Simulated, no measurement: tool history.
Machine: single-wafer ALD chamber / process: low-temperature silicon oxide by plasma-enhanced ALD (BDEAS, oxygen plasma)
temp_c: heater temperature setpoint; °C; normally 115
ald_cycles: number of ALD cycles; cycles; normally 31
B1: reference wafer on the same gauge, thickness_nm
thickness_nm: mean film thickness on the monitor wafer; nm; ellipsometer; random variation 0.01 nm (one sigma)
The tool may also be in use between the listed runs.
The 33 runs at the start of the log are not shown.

Run 34, day 16.738: usual settings; B1 4.448. Result: thickness_nm 4.159 nm.
Run 35, day 17.017: usual settings but temp_c 124 °C, ald_cycles 36 cycles; B1 4.449. Result: thickness_nm 4.757 nm.
Run 36, day 17.450: usual settings but temp_c 119 °C, ald_cycles 28 cycles; B1 4.448. Result: thickness_nm 3.725 nm.
Run 37, day 17.883: usual settings but temp_c 124 °C, ald_cycles 37 cycles; B1 4.443. Result: thickness_nm 4.915 nm.
Run 38, day 18.162: usual settings but temp_c 108 °C, ald_cycles 34 cycles; B1 4.448. Result: thickness_nm 4.622 nm.
Run 39, day 19.658: usual settings but temp_c 110 °C; B1 4.449. Result: thickness_nm 4.204 nm.
Run 40, day 20.125: usual settings but temp_c 111 °C, ald_cycles 25 cycles; B1 4.450. Result: thickness_nm 3.388 nm.
Run 41, day 20.392: usual settings but temp_c 126 °C, ald_cycles 35 cycles; B1 4.450. Result: thickness_nm 4.606 nm.
Run 42, day 20.867: usual settings but temp_c 108 °C, ald_cycles 35 cycles; B1 4.447. Result: thickness_nm 4.752 nm.
Run 43, day 21.129: usual settings but temp_c 103 °C, ald_cycles 33 cycles; B1 4.448. Result: thickness_nm 4.508 nm.
Run 44, day 21.583: usual settings but temp_c 103 °C, ald_cycles 26 cycles; B1 4.457. Result: thickness_nm 3.572 nm.
Run 45, day 23.158: usual settings but temp_c 102 °C, ald_cycles 34 cycles; B1 4.446. Result: thickness_nm 4.684 nm.

4 ways to go on from here, each from the tool as it stands after run 45. What would each give?
Run A, day 23.179: usual settings but ald_cycles 34 cycles; B1 ?. Result: thickness_nm ?.
Run B, day 23.179: usual settings but temp_c 103 °C, ald_cycles 25 cycles; B1 ?. Result: thickness_nm ?.
Run C, day 23.179: usual settings but temp_c 121 °C, ald_cycles 33 cycles; B1 ?. Result: thickness_nm ?.
Run D, day 23.179: usual settings but temp_c 126 °C, ald_cycles 28 cycles; B1 ?. Result: thickness_nm ?.

run     B1  thickness_nm
  A  4.449         4.574
  B  4.449         3.437
  C  4.449         4.390
  D  4.449         3.691
Without the tool's hidden state the same runs would have given:
run  thickness_nm
  A         4.574
  B         3.437
  C         4.390
  D         3.691
